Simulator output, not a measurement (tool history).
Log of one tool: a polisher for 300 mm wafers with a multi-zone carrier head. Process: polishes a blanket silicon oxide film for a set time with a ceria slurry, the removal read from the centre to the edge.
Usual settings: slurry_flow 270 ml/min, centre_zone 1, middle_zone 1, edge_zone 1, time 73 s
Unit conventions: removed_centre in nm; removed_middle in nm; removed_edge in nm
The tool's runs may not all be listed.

run	hour	slurry_flow	centre_zone	middle_zone	edge_zone	time	incoming thickness of the incoming film, nm	removed_centre	removed_middle	removed_edge
1	0	270	1	1	1	73	1231.5	448.8	445	451.4
2	61.5	350	1	1.06	1.1	57	1232.2	358.1	377.1	373
3	145.8	270	1.1	1	0.88	73	1221.5	481.4	448	431.4
4	231.4	270	1.07	1	1	73	1242.7	478.1	447.7	446.1
# hour 233.8: centre zone pressure recalibrated
# hour 273.3: worn pad replaced by a new one
5	338.5	315	0.93	1	1	73	1248.8	419.8	460.9	448.3
6	439.7	270	1.08	1	1	73	1220	482.7	448.2	449.3
# hour 453.5: slurry nozzle cleaned
# hour 495: edge zone pressure recalibrated
7	539.3	295	1	1.09	1	73	1238	454.1	485.4	453.6
8	600.2	270	1.05	1.07	1	60	1244.4	385.6	383.7	370.7
9	638.8	240	0.89	1.11	1.05	73	1234.7	392.9	477.3	453.2
10	737.5	270	1	1	1.09	54	1249.4	330.6	328.8	343.7
11	791.1	270	1.11	0.89	1.03	83	1236.5	568.3	469.6	518.5
# hour 848.1: worn pad replaced by a new one
# hour 856.1: centre zone pressure recalibrated
12	891.8	345	1.11	1.11	1	64	1261	444.1	437.7	399.1
# hour 946.8: carrier head's membrane replaced by a new one
13	974.9	270	1	1	1	73	1261.2	439.7	443.4	455.3
# hour 994.6: slurry nozzle cleaned
14	1020.2	270	1.12	1.07	1	61	1257.5	412.5	389.5	372.2
15	1113.7	270	1	1	1	73	1242.8	443.9	446.1	442.5
# hour 1146.3: edge zone pressure recalibrated
16	1194.6	315	1	1	1	87	1249.9	545.6	535.8	531
17	1235.2	230	1.04	0.88	1	85	1219.6	533	464.2	523.6
18	1273.8	345	1	1.06	1	73	1244.1	457.5	473.3	456.5
19	1317.6	235	1	1.07	1	73	1262.5	438.4	465.7	443.4
20	1418.5	240	1.08	1.11	0.94	73	1226.6	470.9	482.3	431.4
# hour 1429.8: centre zone pressure recalibrated
21	1496.6	270	1	1	1	73	1229.1	440.7	447.9	445.6
# hour 1505.7: worn pad replaced by a new one
# hour 1597: slurry nozzle cleaned
22	1597.4	270	1	1	1	73	1234.8	445.2	448.4	451.4
23	1704.8	270	1	0.91	1	81	1226.1	494.8	462.1	499.9

Branching from run 23: 3 alternative next runs. What would each branch give?
A	1705.3	270	1	1	1	73	1227.9	?	?	?
B	1705.3	270	1	1.09	1	73	1227.9	?	?	?
C	1705.3	270	0.92	0.96	1	87	1227.9	?	?	?

run	removed_centre	removed_middle	removed_edge
A	438.5	456.3	445.7
B	438.8	491	445.2
C	480.3	525.7	531.5
Without the tool's unlogged condition, the same runs would have read:
run	removed_centre	removed_middle	removed_edge
A	438.5	456.3	445.7
B	438.8	491	445.2
C	480.3	525.7	531.5
